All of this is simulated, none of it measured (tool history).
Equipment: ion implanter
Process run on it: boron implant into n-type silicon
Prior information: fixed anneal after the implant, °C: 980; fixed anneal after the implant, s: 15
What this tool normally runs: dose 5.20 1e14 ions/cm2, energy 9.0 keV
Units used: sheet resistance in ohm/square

run   hour  dose  energy  read-back reference wafer on the same gauge, sheet resistance  sheet resistance
  1    0.0  4.42    10.0                                                         233.04            270.03
  2   13.2  4.42    10.0                                                         233.09            270.20
  3   90.7  4.42    10.0                                                         232.99            269.76
  4  124.0  5.20     9.0                                                         232.98            239.39
  5  154.2  5.20     9.0                                                         233.01            239.05
  6  175.7  5.20     8.0                                                         232.99            242.67
  7  193.4  5.20     8.0                                                         232.98            241.81
  8  217.8  5.20     8.0                                                         232.99            241.71
  9  248.1  4.09     9.0                                                         233.00            291.15
 10  264.6  5.20     9.0                                                         232.97            239.24
 11  279.3  5.82     7.5                                                         232.95            224.45
 12  314.6  5.20     9.0                                                         232.95            238.41
 13  338.4  5.73     7.5                                                         232.98            227.10
 14  360.6  4.33     6.0                                                         233.01            283.25
 15  381.0  6.54    10.0                                                         233.01            193.34
 16  412.9  4.42    11.5                                                         233.03            260.05
 17  427.0  4.77    11.5                                                         233.02            244.09
 18  459.6  3.82    12.0                                                         233.00            293.05
 19  476.5  5.20     9.0                                                         233.04            233.05
 20  519.8  4.42    10.0                                                         233.01            263.86

Removed from this log: 3 entries logged between the listed runs. Between which two listed runs does each belong, and how does the tool's hidden state at the listed run before it compare with that at the listed run after it?
Logged between run 5 and run 6: extraction supply calibrated (hour 175.2)
  deviation of the true dose from the Faraday cup's reading, %: -3.59 -> -3.61
  what was measured, less what the result would be without the hidden state, sheet resistance: +6.78 -> +6.81 ohm/square
Logged between run 13 and run 14: Faraday cup replaced and dose calibrated (hour 360.1)
  deviation of the true dose from the Faraday cup's reading, %: -3.71 -> 0.173
  what was measured, less what the result would be without the hidden state, sheet resistance: +6.15 -> -0.38 ohm/square
Logged between run 15 and run 16: gauge calibrated (hour 395.4)
  deviation of the true dose from the Faraday cup's reading, %: 0.0216 -> -0.205
  what was measured, less what the result would be without the hidden state, sheet resistance: -0.03 -> +0.43 ohm/square

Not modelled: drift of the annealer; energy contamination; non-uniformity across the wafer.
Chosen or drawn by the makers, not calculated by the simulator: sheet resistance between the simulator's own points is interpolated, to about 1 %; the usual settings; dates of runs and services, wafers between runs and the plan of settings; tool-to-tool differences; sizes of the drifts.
